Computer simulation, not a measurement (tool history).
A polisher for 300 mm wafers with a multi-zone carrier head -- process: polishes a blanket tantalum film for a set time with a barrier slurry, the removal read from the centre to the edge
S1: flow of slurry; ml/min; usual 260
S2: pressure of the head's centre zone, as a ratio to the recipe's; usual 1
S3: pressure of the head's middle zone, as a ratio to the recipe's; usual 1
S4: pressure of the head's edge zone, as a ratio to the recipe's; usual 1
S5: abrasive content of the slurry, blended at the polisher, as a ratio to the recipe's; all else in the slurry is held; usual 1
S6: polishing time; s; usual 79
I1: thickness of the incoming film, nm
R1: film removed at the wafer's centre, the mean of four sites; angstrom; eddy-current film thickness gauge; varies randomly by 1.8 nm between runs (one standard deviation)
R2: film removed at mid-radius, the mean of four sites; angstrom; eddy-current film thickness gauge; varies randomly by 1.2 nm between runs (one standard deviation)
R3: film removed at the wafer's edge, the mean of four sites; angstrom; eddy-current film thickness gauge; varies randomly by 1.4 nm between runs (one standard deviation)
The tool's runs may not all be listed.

run	hour	S1	S2	S3	S4	S5	S6	I1	R1	R2	R3
1	0	215	1	1.08	1	1	79	373.6	1382	1414	1309
2	70	260	0.92	0.89	1	0.7	79	371.6	1156	1121	1201
3	137.5	295	1	1	0.91	1	67	366.3	1196	1153	1094
4	192	180	1	1	1	1	79	368.3	1262	1237	1256
5	228.9	260	1	1	1	1	79	373.3	1348	1335	1289
# hour 243: worn pad replaced by a new one
6	262.1	260	1	1	1	1	79	372.4	1442	1406	1374
7	289.8	260	1.1	1	1.07	1	79	371	1551	1385	1422
8	322.3	260	1	1	1	1	79	371.3	1428	1392	1361
# hour 348.1: carrier head's membrane replaced by a new one
# hour 355.8: centre zone pressure recalibrated
9	386.7	260	1	1	1	1	79	371.3	1402	1361	1360
10	410.7	260	1	0.89	0.95	1	79	370.7	1399	1246	1321
11	447.7	260	1	1.03	1	1.3	79	361.7	1521	1473	1423
12	485.7	305	0.89	1	1	0.85	79	371.6	1253	1327	1308
# hour 543: slurry nozzle cleaned
13	548.8	260	0.9	0.92	1	1	79	363.9	1238	1267	1318

What will run 14 give?
14	581.2	260	1	1	1	1	79	371.4	?	?	?

{"run 14": {"R1": 1399, "R2": 1344, "R3": 1331}}
On a tool with no hidden condition, and with the same random variation, this run would have come out at R1 1463 angstrom, R2 1406 angstrom, R3 1392 angstrom.
